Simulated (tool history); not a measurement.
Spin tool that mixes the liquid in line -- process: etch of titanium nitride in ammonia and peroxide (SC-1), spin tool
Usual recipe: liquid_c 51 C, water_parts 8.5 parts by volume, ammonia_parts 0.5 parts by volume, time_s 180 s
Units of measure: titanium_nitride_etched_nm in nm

run	hour	liquid_c	water_parts	ammonia_parts	time_s	wafers since the last listed run	hours since the thermometer was replaced	hours since the ammonia flow meter was replaced	hours since the heated supply line was repaired	hours since the drum of ammonia solution was connected	hours since the gauge calibration	read-back film thickness of the titanium nitride reference wafer, read on the same gauge (nm)	titanium_nitride_etched_nm
1	0	51	11	0.5	180	0	185.1	403.6	317.2	128.6	991.3	150.02	6.35
2	59.4	51	11	0.5	180	258	244.5	463	376.6	188	1050.7	149.97	6.32
3	106.5	51	10.5	0.5	260	204	291.6	510.1	423.7	235.1	1097.8	149.98	9.39
4	169.2	51	10.5	0.5	260	272	354.3	572.8	486.4	297.8	1160.5	149.98	9.26
5	225.7	51	10.5	0.5	260	245	410.8	629.3	542.9	354.3	1217	149.98	9.38
6	283.4	43.5	8.5	0.5	180	250	468.5	687	600.6	412	1274.7	149.96	4.24
7	351.8	43.5	8.5	0.5	180	297	536.9	755.4	669	480.4	1343.1	149.96	4.22
8	386	43.5	8.5	0.5	180	148	571.1	789.6	703.2	514.6	1377.3	150	4.22
9	446.9	51	8.5	0.5	180	264	632	850.5	764.1	575.5	1438.2	149.99	7.2
# hour 496.1: gauge calibrated
10	504.9	51	8.5	0.5	180	252	690	908.5	822.1	633.5	8.8	150.05	7.18
11	560.7	51	8.5	0.5	180	242	745.8	964.3	877.9	689.3	64.6	150.03	7.16
12	598.1	59	8.5	0.5	150	162	783.2	1001.7	915.3	726.7	102	150.05	10.24
13	633.2	43.5	8.5	0.5	180	152	818.3	1036.8	950.4	761.8	137.1	150	4.24
# hour 637.8: ammonia flow meter replaced
# hour 656.7: heated supply line repaired
14	685.4	54.5	5	0.5	130	218	870.5	47.6	28.7	814	189.3	149.99	8.48
15	715.3	51	11	0.5	180	130	900.4	77.5	58.6	843.9	219.2	150	6.3
16	783.5	51	8.5	0.5	140	296	968.6	145.7	126.8	912.1	287.4	149.99	5.57
17	811.5	51	8.5	0.5	105	121	996.6	173.7	154.8	940.1	315.4	150.04	4.17
18	868.4	54	8.5	0.5	260	247	1053.5	230.6	211.7	997	372.3	150.03	12.69
# hour 906: new drum of ammonia solution connected
19	923	51	10.5	0.3	95	233	1108.1	285.2	266.3	17	426.9	150.02	3.12
# hour 961.3: thermometer replaced
20	1129	51	8.5	0.5	180	891	167.7	491.2	472.3	223	632.9	149.99	7.19
21	1169.5	51	8.5	0.5	180	176	208.2	531.7	512.8	263.5	673.4	149.97	7.19
22	1193.6	58	8.5	0.5	285	104	232.3	555.8	536.9	287.6	697.5	149.97	18.37
23	1262.2	51	11.5	0.5	180	298	300.9	624.4	605.5	356.2	766.1	149.99	6.19
24	1312.9	48.5	7	0.3	95	220	351.6	675.1	656.2	406.9	816.8	150.01	3.22
25	1372.1	57.5	5.5	0.3	245	257	410.8	734.3	715.4	466.1	876	150	17.48

Exercise: give the hidden state of the tool at every run:
liquid colder than its thermometer reads (K): 0 at every run
ammonia flow above the setpoint (%): 0 at every run
temperature lost on the way to the wafer (K): 0 at every run
ammonia solution weaker than its label (%): 0 at every run
gauge reads high (%): 0 at every run

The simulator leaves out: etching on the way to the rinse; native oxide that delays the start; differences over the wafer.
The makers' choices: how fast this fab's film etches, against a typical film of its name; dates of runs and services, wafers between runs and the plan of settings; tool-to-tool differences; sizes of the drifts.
